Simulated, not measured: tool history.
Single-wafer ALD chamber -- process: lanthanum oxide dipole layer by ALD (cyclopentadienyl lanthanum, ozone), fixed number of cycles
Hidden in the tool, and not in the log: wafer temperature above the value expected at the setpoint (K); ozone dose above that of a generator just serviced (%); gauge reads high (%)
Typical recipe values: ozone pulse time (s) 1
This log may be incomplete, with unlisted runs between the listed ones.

| run | day | ozone pulse time (s) | wafers since the last listed run | hours since the last thermocouple change | hours since the last ozone generator service | hours since the showerhead was replaced | hours since the gauge calibration | read-back reference wafer on the same gauge, thickness_nm | mean film thickness on the monitor wafer (Å) |
|---|---|---|---|---|---|---|---|---|---|
| 1 | 0 | 0.87 | 0 | 1334.7 | 1463.6 | 2552.8 | 823.9 | 0.491 | 4.99 |
| 2 | 0.775 | 0.87 | 430 | 1353.3 | 1482.2 | 2571.4 | 842.5 | 0.492 | 4.98 |
| 3 | 1.308 | 1 | 296 | 1366.1 | 1495 | 2584.2 | 855.3 | 0.491 | 5.36 |
| 4 | 2.404 | 1 | 609 | 1392.4 | 1521.3 | 2610.5 | 881.6 | 0.491 | 5.35 |
| 5 | 3.767 | 1 | 757 | 1425.1 | 1554 | 2643.2 | 914.3 | 0.491 | 5.34 |
| 6 | 4.754 | 1 | 548 | 1448.8 | 1577.7 | 2666.9 | 938 | 0.491 | 5.33 |
| 7 | 5.358 | 1 | 335 | 1463.3 | 1592.2 | 2681.4 | 952.5 | 0.491 | 5.36 |
|  | 6.017 | thermocouple changed; heater temperature recalibrated |
| 8 | 6.192 | 1 | 277 | 4.2 | 1612.2 | 2701.4 | 972.5 | 0.491 | 5.36 |
| 9 | 6.958 | 0.78 | 426 | 22.6 | 1630.6 | 2719.8 | 990.9 | 0.491 | 4.61 |
| 10 | 7.658 | 0.91 | 389 | 39.4 | 1647.4 | 2736.6 | 1007.7 | 0.491 | 5.1 |
| 11 | 8.504 | 0.68 | 470 | 59.7 | 1667.7 | 2756.9 | 1028 | 0.491 | 4.12 |
| 12 | 9.358 | 0.77 | 474 | 80.2 | 1688.2 | 2777.4 | 1048.5 | 0.49 | 4.59 |
| 13 | 10.438 | 0.82 | 599 | 106.1 | 1714.1 | 2803.3 | 1074.4 | 0.49 | 4.79 |
| 14 | 14.371 | 1.14 | 2186 | 200.5 | 1808.5 | 2897.7 | 1168.8 | 0.491 | 5.62 |
| 15 | 15.488 | 1 | 620 | 227.3 | 1835.3 | 2924.5 | 1195.6 | 0.491 | 5.36 |
| 16 | 16.246 | 0.65 | 421 | 245.5 | 1853.5 | 2942.7 | 1213.8 | 0.491 | 3.92 |
| 17 | 17.379 | 1.33 | 629 | 272.7 | 1880.7 | 2969.9 | 1241 | 0.491 | 5.88 |
| 18 | 18.183 | 0.83 | 446 | 292 | 1900 | 2989.2 | 1260.3 | 0.491 | 4.83 |
| 19 | 19.5 | 1 | 731 | 323.6 | 1931.6 | 3020.8 | 1291.9 | 0.492 | 5.35 |
| 20 | 20.25 | 0.87 | 416 | 341.6 | 1949.6 | 3038.8 | 1309.9 | 0.491 | 4.96 |
|  | 22.55 | ozone generator serviced |
|  | 23.642 | showerhead replaced |
| 21 | 24.471 | 0.88 | 1975 | 442.9 | 46.1 | 19.9 | 1411.2 | 0.491 | 5.01 |
|  | 24.775 | gauge calibrated |
| 22 | 25.617 | 1 | 636 | 470.4 | 73.6 | 47.4 | 20.2 | 0.491 | 5.39 |
| 23 | 26.825 | 0.74 | 671 | 499.4 | 102.6 | 76.4 | 49.2 | 0.491 | 4.41 |
| 24 | 28.183 | 1.4 | 754 | 532 | 135.2 | 109 | 81.8 | 0.491 | 5.91 |
| 25 | 28.871 | 1.31 | 382 | 548.5 | 151.7 | 125.5 | 98.3 | 0.492 | 5.88 |
| 26 | 30.325 | 1.18 | 808 | 583.4 | 186.6 | 160.4 | 133.2 | 0.491 | 5.72 |

Forecast run 27:
| 27 | 30.854 | 1 | 294 | 596.1 | 199.3 | 173.1 | 145.9 | ? | ? |

read-back reference wafer on the same gauge, thickness_nm: 0.491
mean film thickness on the monitor wafer (Å): 5.38
The same run, on a tool lacking any hidden state, would have yielded mean film thickness on the monitor wafer (Å) 5.38.
